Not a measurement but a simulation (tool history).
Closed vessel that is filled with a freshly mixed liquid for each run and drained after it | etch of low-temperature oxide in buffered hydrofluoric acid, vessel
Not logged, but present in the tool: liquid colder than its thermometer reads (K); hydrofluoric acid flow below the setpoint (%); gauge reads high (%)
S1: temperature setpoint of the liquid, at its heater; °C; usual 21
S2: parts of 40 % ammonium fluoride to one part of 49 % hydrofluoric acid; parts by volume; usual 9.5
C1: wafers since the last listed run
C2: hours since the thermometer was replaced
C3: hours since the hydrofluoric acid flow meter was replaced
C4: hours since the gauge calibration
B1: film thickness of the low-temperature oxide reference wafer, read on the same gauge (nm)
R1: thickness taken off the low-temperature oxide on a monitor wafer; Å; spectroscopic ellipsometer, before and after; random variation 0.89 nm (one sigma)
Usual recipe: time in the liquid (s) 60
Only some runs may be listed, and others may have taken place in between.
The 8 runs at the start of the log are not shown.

{"run": 9, "hour": 642.8, "S1": 18.5, "S2": 12, "time in the liquid (s)": 60, "C1": 6332, "C2": 559.2, "C3": 462, "C4": 1586.7, "B1": 50.01, "R1": 1387.6}
{"run": 10, "hour": 936.9, "S1": 21, "S2": 9.5, "time in the liquid (s)": 60, "C1": 21188, "C2": 853.3, "C3": 756.1, "C4": 1880.8, "B1": 50.01, "R1": 1948.7}
{"run": 11, "hour": 974.0, "S1": 22.5, "S2": 7.5, "time in the liquid (s)": 45, "C1": 2672, "C2": 890.4, "C3": 793.2, "C4": 1917.9, "B1": 50.01, "R1": 2009.3}
{"run": 12, "hour": 1015.7, "S1": 21, "S2": 9.5, "time in the liquid (s)": 60, "C1": 3004, "C2": 932.1, "C3": 834.9, "C4": 1959.6, "B1": 50, "R1": 1964.5}
{"run": 13, "hour": 1068.9, "S1": 21, "S2": 9.5, "time in the liquid (s)": 60, "C1": 3832, "C2": 985.3, "C3": 888.1, "C4": 2012.8, "B1": 50.01, "R1": 1954.2}
{"hour": 1118.7, "done": "hydrofluoric acid flow meter replaced"}
{"run": 14, "hour": 1136.2, "S1": 21, "S2": 11, "time in the liquid (s)": 40, "C1": 4776, "C2": 1052.6, "C3": 17.5, "C4": 2080.1, "B1": 49.99, "R1": 1149.6}
{"run": 15, "hour": 1230.9, "S1": 21, "S2": 9.5, "time in the liquid (s)": 60, "C1": 6822, "C2": 1147.3, "C3": 112.2, "C4": 2174.8, "B1": 50, "R1": 1935.7}
{"hour": 1312.4, "done": "thermometer replaced"}
{"run": 16, "hour": 1335.7, "S1": 17, "S2": 9.5, "time in the liquid (s)": 60, "C1": 7478, "C2": 23.3, "C3": 217, "C4": 2279.6, "B1": 49.97, "R1": 1610.4}
{"run": 17, "hour": 1401.5, "S1": 21, "S2": 9.5, "time in the liquid (s)": 60, "C1": 4740, "C2": 89.1, "C3": 282.8, "C4": 2345.4, "B1": 49.98, "R1": 2021.5}
{"run": 18, "hour": 1453.1, "S1": 17, "S2": 9.5, "time in the liquid (s)": 90, "C1": 3717, "C2": 140.7, "C3": 334.4, "C4": 2397, "B1": 49.99, "R1": 2412.8}
{"run": 19, "hour": 1663.2, "S1": 21, "S2": 7.5, "time in the liquid (s)": 60, "C1": 15136, "C2": 350.8, "C3": 544.5, "C4": 2607.1, "B1": 50, "R1": 2525.3}
{"hour": 1703.8, "done": "gauge calibrated"}
{"run": 20, "hour": 1710.7, "S1": 19.5, "S2": 11, "time in the liquid (s)": 85, "C1": 3422, "C2": 398.3, "C3": 592, "C4": 6.9, "B1": 50.01, "R1": 2295.5}
{"run": 21, "hour": 1816.1, "S1": 21, "S2": 7, "time in the liquid (s)": 80, "C1": 7593, "C2": 503.7, "C3": 697.4, "C4": 112.3, "B1": 50, "R1": 3615.4}
{"run": 22, "hour": 1861.3, "S1": 21, "S2": 13, "time in the liquid (s)": 60, "C1": 3256, "C2": 548.9, "C3": 742.6, "C4": 157.5, "B1": 50.02, "R1": 1495.4}
{"run": 23, "hour": 1930.6, "S1": 17, "S2": 9.5, "time in the liquid (s)": 60, "C1": 4992, "C2": 618.2, "C3": 811.9, "C4": 226.8, "B1": 50, "R1": 1583.5}
{"hour": 1966.5, "done": "hydrofluoric acid flow meter replaced"}
{"run": 24, "hour": 2015.9, "S1": 21, "S2": 6, "time in the liquid (s)": 40, "C1": 6073, "C2": 703.5, "C3": 49.4, "C4": 312.1, "B1": 50.01, "R1": 2044.4}
{"run": 25, "hour": 2101.6, "S1": 18.5, "S2": 9.5, "time in the liquid (s)": 60, "C1": 6174, "C2": 789.2, "C3": 135.1, "C4": 397.8, "B1": 49.98, "R1": 1712.1}
{"run": 26, "hour": 2162.6, "S1": 21, "S2": 6.5, "time in the liquid (s)": 60, "C1": 4394, "C2": 850.2, "C3": 196.1, "C4": 458.8, "B1": 49.98, "R1": 2856}
{"run": 27, "hour": 2212.6, "S1": 21, "S2": 9.5, "time in the liquid (s)": 60, "C1": 3602, "C2": 900.2, "C3": 246.1, "C4": 508.8, "B1": 50.01, "R1": 1967.2}
{"run": 28, "hour": 2303.9, "S1": 21, "S2": 9.5, "time in the liquid (s)": 60, "C1": 6577, "C2": 991.5, "C3": 337.4, "C4": 600.1, "B1": 49.98, "R1": 1954.8}
{"hour": 2337.7, "done": "thermometer replaced"}
{"run": 29, "hour": 2398.1, "S1": 21, "S2": 9.5, "time in the liquid (s)": 60, "C1": 6714, "C2": 60.4, "C3": 431.6, "C4": 694.3, "B1": 49.99, "R1": 2024.3}
{"run": 30, "hour": 2448.5, "S1": 18.5, "S2": 7.5, "time in the liquid (s)": 85, "C1": 3631, "C2": 110.8, "C3": 482, "C4": 744.7, "B1": 50.03, "R1": 3123.4}
{"run": 31, "hour": 2492.4, "S1": 18, "S2": 11, "time in the liquid (s)": 60, "C1": 3162, "C2": 154.7, "C3": 525.9, "C4": 788.6, "B1": 50.01, "R1": 1502.3}
{"run": 32, "hour": 2564.6, "S1": 21, "S2": 6.5, "time in the liquid (s)": 80, "C1": 5201, "C2": 226.9, "C3": 598.1, "C4": 860.8, "B1": 49.98, "R1": 3875.2}
{"run": 33, "hour": 2653.2, "S1": 21, "S2": 9.5, "time in the liquid (s)": 35, "C1": 6383, "C2": 315.5, "C3": 686.7, "C4": 949.4, "B1": 50, "R1": 1171.5}

Each row is a separate what-if for the run after 33, all from the same tool condition, not one after another. Results?
{"run": "A", "hour": 2653.9, "S1": 21, "S2": 9.5, "time in the liquid (s)": 60, "C1": 50, "C2": 316.2, "C3": 687.4, "C4": 950.1, "B1": "?", "R1": "?"}
{"run": "B", "hour": 2653.9, "S1": 21, "S2": 12, "time in the liquid (s)": 60, "C1": 50, "C2": 316.2, "C3": 687.4, "C4": 950.1, "B1": "?", "R1": "?"}
{"run": "C", "hour": 2653.9, "S1": 25, "S2": 9.5, "time in the liquid (s)": 60, "C1": 50, "C2": 316.2, "C3": 687.4, "C4": 950.1, "B1": "?", "R1": "?"}

run=A B1=49.99 R1=1996.9
run=B B1=49.99 R1=1618.4
run=C B1=49.99 R1=2487.7
With no hidden state in the tool, these same runs would have given:
run=A R1=2017
run=B R1=1634.7
run=C R1=2512.1

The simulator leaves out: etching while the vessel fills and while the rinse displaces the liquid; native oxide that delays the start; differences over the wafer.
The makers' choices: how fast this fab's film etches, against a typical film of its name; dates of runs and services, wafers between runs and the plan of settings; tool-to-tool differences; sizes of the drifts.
